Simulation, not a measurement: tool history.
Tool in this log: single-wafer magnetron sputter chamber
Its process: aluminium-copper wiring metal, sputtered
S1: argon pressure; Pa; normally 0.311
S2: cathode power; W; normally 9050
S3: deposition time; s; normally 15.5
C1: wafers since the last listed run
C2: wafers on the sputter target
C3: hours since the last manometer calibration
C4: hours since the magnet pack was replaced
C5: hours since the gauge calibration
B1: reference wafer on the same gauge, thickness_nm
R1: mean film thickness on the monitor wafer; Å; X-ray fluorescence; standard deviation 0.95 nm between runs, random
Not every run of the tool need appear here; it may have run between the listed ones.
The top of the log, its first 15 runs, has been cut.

-- hour=1096.8 sputter target and shields replaced
run 16 hour=1149.3 | S1=0.311 S2=10950 S3=15.5 | C1=1619 C2=1437 C3=1456.2 C4=8928.3 C5=385.8 | B1=231.139 | R1=3036.56
run 17 hour=1195.7 | S1=0.311 S2=9950 S3=14 | C1=1269 C2=2706 C3=1502.6 C4=8974.7 C5=432.2 | B1=231.025 | R1=2506.07
run 18 hour=1293.3 | S1=0.311 S2=9800 S3=16.7 | C1=2669 C2=5376 C3=1600.2 C4=9072.3 C5=529.8 | B1=231.182 | R1=2946.11
-- hour=1330.4 magnet pack replaced
run 19 hour=1374.5 | S1=0.356 S2=9050 S3=15.5 | C1=2002 C2=7378 C3=1681.4 C4=44.1 C5=611 | B1=230.876 | R1=2494.46
run 20 hour=1449.2 | S1=0.222 S2=10700 S3=13.2 | C1=2043 C2=9421 C3=1756.1 C4=118.8 C5=685.7 | B1=230.892 | R1=2623.42
-- hour=1501 capacitance manometer re-zeroed and calibrated
run 21 hour=1556.4 | S1=0.359 S2=9050 S3=13.9 | C1=2713 C2=12135 C3=55.4 C4=226 C5=792.9 | B1=230.86 | R1=2280.75
run 22 hour=1657.3 | S1=0.311 S2=9900 S3=12.6 | C1=2760 C2=14895 C3=156.3 C4=326.9 C5=893.8 | B1=230.841 | R1=2264.73
run 23 hour=1703.9 | S1=0.311 S2=7500 S3=15.5 | C1=1274 C2=16170 C3=202.9 C4=373.5 C5=940.4 | B1=230.998 | R1=2189.86
-- hour=1775.5 sputter target and shields replaced
run 24 hour=1780.1 | S1=0.311 S2=9050 S3=15.5 | C1=1865 C2=125 C3=279.1 C4=449.7 C5=1016.6 | B1=230.561 | R1=2633.94
run 25 hour=1988.2 | S1=0.212 S2=7200 S3=18.5 | C1=5692 C2=5818 C3=487.2 C4=657.8 C5=1224.7 | B1=230.606 | R1=2706.77
run 26 hour=2055.1 | S1=0.311 S2=6900 S3=15.5 | C1=1830 C2=7648 C3=554.1 C4=724.7 C5=1291.6 | B1=230.94 | R1=2068.01
run 27 hour=2149.5 | S1=0.361 S2=7150 S3=13 | C1=2582 C2=10230 C3=648.5 C4=819.1 C5=1386 | B1=231.047 | R1=1723.41
run 28 hour=2207 | S1=0.311 S2=9050 S3=16.3 | C1=1572 C2=11803 C3=706 C4=876.6 C5=1443.5 | B1=231.202 | R1=2730.72
run 29 hour=2269 | S1=0.311 S2=9050 S3=15.5 | C1=1695 C2=13499 C3=768 C4=938.6 C5=1505.5 | B1=230.99 | R1=2583.04
run 30 hour=2323.7 | S1=0.311 S2=9550 S3=15.5 | C1=1496 C2=14995 C3=822.7 C4=993.3 C5=1560.2 | B1=231.17 | R1=2681.63
-- hour=2368.6 sputter target and shields replaced
run 31 hour=2384 | S1=0.354 S2=9050 S3=15.5 | C1=1430 C2=420 C3=883 C4=1053.6 C5=1620.5 | B1=230.866 | R1=2547.66
run 32 hour=2423.8 | S1=0.311 S2=9050 S3=15.5 | C1=1088 C2=1508 C3=922.8 C4=1093.4 C5=1660.3 | B1=230.971 | R1=2599.74
run 33 hour=2470.6 | S1=0.311 S2=8350 S3=15.5 | C1=1280 C2=2789 C3=969.6 C4=1140.2 C5=1707.1 | B1=230.739 | R1=2410.15
run 34 hour=2539.5 | S1=0.311 S2=10600 S3=15.5 | C1=1884 C2=4673 C3=1038.5 C4=1209.1 C5=1776 | B1=231.047 | R1=2970.37
run 35 hour=2612.3 | S1=0.311 S2=9050 S3=15.5 | C1=1991 C2=6665 C3=1111.3 C4=1281.9 C5=1848.8 | B1=231.048 | R1=2575.87

3 ways to go on from here, each from the tool as it stands after run 35. What would each give?
run A hour=2612.7 | S1=0.311 S2=9050 S3=13.2 | C1=10 C2=6676 C3=1111.7 C4=1282.3 C5=1849.2 | B1=? | R1=?
run B hour=2612.7 | S1=0.267 S2=9050 S3=15.5 | C1=10 C2=6676 C3=1111.7 C4=1282.3 C5=1849.2 | B1=? | R1=?
run C hour=2612.7 | S1=0.372 S2=9050 S3=15.5 | C1=10 C2=6676 C3=1111.7 C4=1282.3 C5=1849.2 | B1=? | R1=?

run=A B1=231.099 R1=2179.09
run=B B1=231.099 R1=2622.66
run=C B1=231.099 R1=2473.71
Stripped of hidden state, with their random variation kept, the same runs would have yielded:
run=A R1=2244.55
run=B R1=2696.23
run=C R1=2554.7

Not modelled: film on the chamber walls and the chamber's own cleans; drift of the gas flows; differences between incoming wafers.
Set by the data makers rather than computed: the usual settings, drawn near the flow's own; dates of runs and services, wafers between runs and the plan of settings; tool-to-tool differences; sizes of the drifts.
